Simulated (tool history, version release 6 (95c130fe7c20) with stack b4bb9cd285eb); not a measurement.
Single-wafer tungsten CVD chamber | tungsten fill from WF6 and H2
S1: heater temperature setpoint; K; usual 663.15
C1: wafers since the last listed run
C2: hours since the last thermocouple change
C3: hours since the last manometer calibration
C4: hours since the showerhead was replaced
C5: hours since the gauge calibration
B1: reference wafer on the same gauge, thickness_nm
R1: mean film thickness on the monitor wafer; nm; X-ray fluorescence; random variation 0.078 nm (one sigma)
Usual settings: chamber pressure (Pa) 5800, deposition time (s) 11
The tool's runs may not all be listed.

run 1 hour=0 | S1=663.15 chamber_pressure_(Pa)=5800 deposition_time_(s)=11 | C1=0 C2=257.4 C3=2199.2 C4=1941.5 C5=730.7 | B1=27.042 | R1=28.453
run 2 hour=77.8 | S1=663.15 chamber_pressure_(Pa)=5800 deposition_time_(s)=11 | C1=3123 C2=335.2 C3=2277 C4=2019.3 C5=808.5 | B1=26.887 | R1=28.266
-- hour=88.3 gauge calibrated
run 3 hour=106.2 | S1=663.15 chamber_pressure_(Pa)=5800 deposition_time_(s)=11 | C1=1140 C2=363.6 C3=2305.4 C4=2047.7 C5=17.9 | B1=27.577 | R1=29.002
run 4 hour=151.4 | S1=663.15 chamber_pressure_(Pa)=5800 deposition_time_(s)=11 | C1=1814 C2=408.8 C3=2350.6 C4=2092.9 C5=63.1 | B1=27.585 | R1=28.984
run 5 hour=203 | S1=663.15 chamber_pressure_(Pa)=6533 deposition_time_(s)=11 | C1=2071 C2=460.4 C3=2402.2 C4=2144.5 C5=114.7 | B1=27.568 | R1=29.806
run 6 hour=253 | S1=663.15 chamber_pressure_(Pa)=6533 deposition_time_(s)=11 | C1=2007 C2=510.4 C3=2452.2 C4=2194.5 C5=164.7 | B1=27.541 | R1=29.589
run 7 hour=297.4 | S1=663.15 chamber_pressure_(Pa)=5800 deposition_time_(s)=9.7 | C1=1782 C2=554.8 C3=2496.6 C4=2238.9 C5=209.1 | B1=27.517 | R1=25.485
run 8 hour=350 | S1=673.15 chamber_pressure_(Pa)=5800 deposition_time_(s)=11 | C1=2111 C2=607.4 C3=2549.2 C4=2291.5 C5=261.7 | B1=27.496 | R1=35.818
run 9 hour=417.1 | S1=673.15 chamber_pressure_(Pa)=5800 deposition_time_(s)=11 | C1=2694 C2=674.5 C3=2616.3 C4=2358.6 C5=328.8 | B1=27.491 | R1=35.711
run 10 hour=487.9 | S1=663.15 chamber_pressure_(Pa)=5800 deposition_time_(s)=11 | C1=2842 C2=745.3 C3=2687.1 C4=2429.4 C5=399.6 | B1=27.453 | R1=28.861
run 11 hour=546.3 | S1=663.15 chamber_pressure_(Pa)=5800 deposition_time_(s)=11 | C1=2344 C2=803.7 C3=2745.5 C4=2487.8 C5=458 | B1=27.351 | R1=28.73
run 12 hour=617.5 | S1=663.15 chamber_pressure_(Pa)=5800 deposition_time_(s)=11 | C1=2858 C2=874.9 C3=2816.7 C4=2559 C5=529.2 | B1=27.283 | R1=28.701
run 13 hour=647.4 | S1=663.15 chamber_pressure_(Pa)=5800 deposition_time_(s)=11 | C1=1200 C2=904.8 C3=2846.6 C4=2588.9 C5=559.1 | B1=27.256 | R1=28.695
run 14 hour=707 | S1=663.15 chamber_pressure_(Pa)=6293 deposition_time_(s)=11 | C1=2393 C2=964.4 C3=2906.2 C4=2648.5 C5=618.7 | B1=27.202 | R1=29.149
-- hour=729.6 capacitance manometer re-zeroed and calibrated
-- hour=736.5 showerhead replaced
-- hour=840.7 thermocouple changed; heater temperature recalibrated
run 15 hour=904.5 | S1=658.15 chamber_pressure_(Pa)=6799 deposition_time_(s)=11 | C1=7010 C2=63.8 C3=174.9 C4=168 C5=816.2 | B1=26.896 | R1=26.299
run 16 hour=943.7 | S1=663.15 chamber_pressure_(Pa)=5800 deposition_time_(s)=11 | C1=1573 C2=103 C3=214.1 C4=207.2 C5=855.4 | B1=26.871 | R1=28.163
-- hour=962.1 gauge calibrated
run 17 hour=983.2 | S1=659.15 chamber_pressure_(Pa)=4493 deposition_time_(s)=12.1 | C1=1585 C2=142.5 C3=253.6 C4=246.7 C5=21.1 | B1=27.624 | R1=27.718
run 18 hour=1020.3 | S1=673.15 chamber_pressure_(Pa)=7239 deposition_time_(s)=11 | C1=1489 C2=179.6 C3=290.7 C4=283.8 C5=58.2 | B1=27.552 | R1=37.817
run 19 hour=1070.2 | S1=663.15 chamber_pressure_(Pa)=6853 deposition_time_(s)=12.4 | C1=2003 C2=229.5 C3=340.6 C4=333.7 C5=108.1 | B1=27.534 | R1=33.996
run 20 hour=1131.3 | S1=663.15 chamber_pressure_(Pa)=6613 deposition_time_(s)=11 | C1=2453 C2=290.6 C3=401.7 C4=394.8 C5=169.2 | B1=27.518 | R1=29.952
run 21 hour=1164.2 | S1=663.15 chamber_pressure_(Pa)=5800 deposition_time_(s)=11 | C1=1320 C2=323.5 C3=434.6 C4=427.7 C5=202.1 | B1=27.513 | R1=28.851
run 22 hour=1217.7 | S1=648.15 chamber_pressure_(Pa)=6306 deposition_time_(s)=11.7 | C1=2148 C2=377 C3=488.1 C4=481.2 C5=255.6 | B1=27.505 | R1=22.197
run 23 hour=1267.6 | S1=650.15 chamber_pressure_(Pa)=4520 deposition_time_(s)=10.4 | C1=2003 C2=426.9 C3=538 C4=531.1 C5=305.5 | B1=27.491 | R1=19.22
run 24 hour=1312.6 | S1=652.15 chamber_pressure_(Pa)=4680 deposition_time_(s)=12.4 | C1=1806 C2=471.9 C3=583 C4=576.1 C5=350.5 | B1=27.428 | R1=24.178
run 25 hour=1360.7 | S1=676.15 chamber_pressure_(Pa)=5320 deposition_time_(s)=9.4 | C1=1931 C2=520 C3=631.1 C4=624.2 C5=398.6 | B1=27.414 | R1=31.738
run 26 hour=1400.3 | S1=649.15 chamber_pressure_(Pa)=5800 deposition_time_(s)=11 | C1=1589 C2=559.6 C3=670.7 C4=663.8 C5=438.2 | B1=27.402 | R1=20.865

5 ways to go on from here, each from the tool as it stands after run 26. What would each give?
run A hour=1400.7 | S1=663.15 chamber_pressure_(Pa)=5800 deposition_time_(s)=11 | C1=16 C2=560 C3=671.1 C4=664.2 C5=438.6 | B1=? | R1=?
run B hour=1400.7 | S1=671.15 chamber_pressure_(Pa)=7079 deposition_time_(s)=12.8 | C1=16 C2=560 C3=671.1 C4=664.2 C5=438.6 | B1=? | R1=?
run C hour=1400.7 | S1=663.15 chamber_pressure_(Pa)=5280 deposition_time_(s)=11 | C1=16 C2=560 C3=671.1 C4=664.2 C5=438.6 | B1=? | R1=?
run D hour=1400.7 | S1=673.15 chamber_pressure_(Pa)=6586 deposition_time_(s)=12.8 | C1=16 C2=560 C3=671.1 C4=664.2 C5=438.6 | B1=? | R1=?
run E hour=1400.7 | S1=651.15 chamber_pressure_(Pa)=6866 deposition_time_(s)=9.3 | C1=16 C2=560 C3=671.1 C4=664.2 C5=438.6 | B1=? | R1=?

run=A B1=27.408 R1=28.758
run=B B1=27.408 R1=41.708
run=C B1=27.408 R1=28.154
run=D B1=27.408 R1=42.697
run=E B1=27.408 R1=19.233
Without the tool's hidden state the same runs would have given:
run=A R1=28.99
run=B R1=42.046
run=C R1=28.382
run=D R1=43.043
run=E R1=19.389

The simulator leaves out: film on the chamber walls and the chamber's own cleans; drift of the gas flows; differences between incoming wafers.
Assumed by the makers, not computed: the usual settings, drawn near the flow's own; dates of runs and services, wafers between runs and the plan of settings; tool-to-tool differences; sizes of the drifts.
